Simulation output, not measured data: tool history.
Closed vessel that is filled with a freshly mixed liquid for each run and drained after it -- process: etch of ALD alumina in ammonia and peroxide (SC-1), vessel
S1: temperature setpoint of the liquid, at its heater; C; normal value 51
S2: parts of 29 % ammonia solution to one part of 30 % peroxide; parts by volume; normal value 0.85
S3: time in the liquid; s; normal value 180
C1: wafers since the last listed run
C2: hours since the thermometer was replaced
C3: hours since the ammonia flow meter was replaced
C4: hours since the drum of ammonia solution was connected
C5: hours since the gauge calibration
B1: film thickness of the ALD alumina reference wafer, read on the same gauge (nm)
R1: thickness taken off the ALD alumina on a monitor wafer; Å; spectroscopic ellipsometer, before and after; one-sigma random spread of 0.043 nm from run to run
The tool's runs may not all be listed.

run 1 hour=0 | S1=51 S2=0.85 S3=180 | C1=0 C2=1175.4 C3=846.4 C4=312.8 C5=688.5 | B1=49.99 | R1=179.3
run 2 hour=29.1 | S1=51 S2=0.85 S3=180 | C1=3052 C2=1204.5 C3=875.5 C4=341.9 C5=717.6 | B1=50.01 | R1=179.4
run 3 hour=44.6 | S1=51 S2=0.85 S3=180 | C1=1625 C2=1220 C3=891 C4=357.4 C5=733.1 | B1=50 | R1=179.6
-- hour=62.6 new drum of ammonia solution connected
run 4 hour=79.1 | S1=51 S2=0.85 S3=180 | C1=3513 C2=1254.5 C3=925.5 C4=16.5 C5=767.6 | B1=50.02 | R1=182.5
run 5 hour=97.8 | S1=51 S2=0.85 S3=180 | C1=1961 C2=1273.2 C3=944.2 C4=35.2 C5=786.3 | B1=50 | R1=182.1
run 6 hour=110.5 | S1=51 S2=0.85 S3=180 | C1=1332 C2=1285.9 C3=956.9 C4=47.9 C5=799 | B1=50 | R1=183
run 7 hour=137.9 | S1=51 S2=0.85 S3=180 | C1=2873 C2=1313.3 C3=984.3 C4=75.3 C5=826.4 | B1=49.98 | R1=182.3
run 8 hour=165.9 | S1=51 S2=0.85 S3=180 | C1=2936 C2=1341.3 C3=1012.3 C4=103.3 C5=854.4 | B1=50.04 | R1=182.2
run 9 hour=188.4 | S1=51 S2=0.85 S3=180 | C1=2359 C2=1363.8 C3=1034.8 C4=125.8 C5=876.9 | B1=50.01 | R1=182.6
-- hour=192.6 thermometer replaced
-- hour=234.1 gauge calibrated
run 10 hour=256.7 | S1=51 S2=0.85 S3=180 | C1=7058 C2=64.1 C3=1103.1 C4=194.1 C5=22.6 | B1=50.03 | R1=175
run 11 hour=288.9 | S1=51 S2=0.75 S3=115 | C1=3377 C2=96.3 C3=1135.3 C4=226.3 C5=54.8 | B1=50 | R1=110.6
run 12 hour=302.8 | S1=51 S2=0.95 S3=235 | C1=1457 C2=110.2 C3=1149.2 C4=240.2 C5=68.7 | B1=49.99 | R1=229.7
run 13 hour=324.5 | S1=57.5 S2=0.5 S3=110 | C1=2276 C2=131.9 C3=1170.9 C4=261.9 C5=90.4 | B1=49.98 | R1=144.2
run 14 hour=357.5 | S1=61 S2=0.85 S3=180 | C1=3461 C2=164.9 C3=1203.9 C4=294.9 C5=123.4 | B1=50.01 | R1=294.6
run 15 hour=384.3 | S1=51 S2=0.85 S3=180 | C1=2810 C2=191.7 C3=1230.7 C4=321.7 C5=150.2 | B1=50.02 | R1=174.8
run 16 hour=417.6 | S1=51 S2=0.85 S3=180 | C1=3492 C2=225 C3=1264 C4=355 C5=183.5 | B1=50.01 | R1=174
run 17 hour=434.5 | S1=51 S2=1 S3=105 | C1=1772 C2=241.9 C3=1280.9 C4=371.9 C5=200.4 | B1=49.99 | R1=103.4
run 18 hour=457.1 | S1=60.5 S2=0.85 S3=280 | C1=2370 C2=264.5 C3=1303.5 C4=394.5 C5=223 | B1=50 | R1=448.6
-- hour=466.4 new drum of ammonia solution connected
run 19 hour=481.3 | S1=55 S2=0.65 S3=270 | C1=2433 C2=288.7 C3=1327.7 C4=14.9 C5=247.2 | B1=50 | R1=321.6
run 20 hour=506.3 | S1=55.5 S2=1.05 S3=105 | C1=2622 C2=313.7 C3=1352.7 C4=39.9 C5=272.2 | B1=49.98 | R1=134.7
run 21 hour=520.7 | S1=42.5 S2=1.2 S3=180 | C1=1510 C2=328.1 C3=1367.1 C4=54.3 C5=286.6 | B1=50 | R1=113.3
run 22 hour=550 | S1=47.5 S2=0.5 S3=180 | C1=3073 C2=357.4 C3=1396.4 C4=83.6 C5=315.9 | B1=50.01 | R1=138.9
-- hour=571.8 ammonia flow meter replaced
run 23 hour=580.4 | S1=46.5 S2=0.65 S3=180 | C1=3083 C2=387.8 C3=8.6 C4=114 C5=346.3 | B1=49.97 | R1=134.6
run 24 hour=593.1 | S1=51 S2=0.7 S3=95 | C1=1332 C2=400.5 C3=21.3 C4=126.7 C5=359 | B1=50.02 | R1=92.3
run 25 hour=611.8 | S1=51 S2=0.7 S3=95 | C1=1961 C2=419.2 C3=40 C4=145.4 C5=377.7 | B1=49.96 | R1=91.6
run 26 hour=646.2 | S1=41 S2=0.85 S3=265 | C1=3608 C2=453.6 C3=74.4 C4=179.8 C5=412.1 | B1=50 | R1=148.3
run 27 hour=749.8 | S1=47.5 S2=0.85 S3=180 | C1=10866 C2=557.2 C3=178 C4=283.4 C5=515.7 | B1=50.01 | R1=145.7
run 28 hour=777.3 | S1=46 S2=0.95 S3=130 | C1=2884 C2=584.7 C3=205.5 C4=310.9 C5=543.2 | B1=50.03 | R1=98.1

Alternative continuations, all from the tool just after run 28; predict every row:
run A hour=778 | S1=51 S2=0.85 S3=70 | C1=73 C2=585.4 C3=206.2 C4=311.6 C5=543.9 | B1=? | R1=?
run B hour=778 | S1=51 S2=0.6 S3=150 | C1=73 C2=585.4 C3=206.2 C4=311.6 C5=543.9 | B1=? | R1=?
run C hour=778 | S1=57.5 S2=0.85 S3=180 | C1=73 C2=585.4 C3=206.2 C4=311.6 C5=543.9 | B1=? | R1=?
run D hour=778 | S1=51 S2=0.7 S3=180 | C1=73 C2=585.4 C3=206.2 C4=311.6 C5=543.9 | B1=? | R1=?
run E hour=778 | S1=45 S2=0.55 S3=125 | C1=73 C2=585.4 C3=206.2 C4=311.6 C5=543.9 | B1=? | R1=?

run=A B1=50.02 R1=69
run=B B1=50.02 R1=143
run=C B1=50.02 R1=250.7
run=D B1=50.02 R1=174.1
run=E B1=50.02 R1=84.6
What these runs would have given with no unlogged condition in the tool:
run=A R1=68.4
run=B R1=141.9
run=C R1=248.9
run=D R1=172.7
run=E R1=83.9
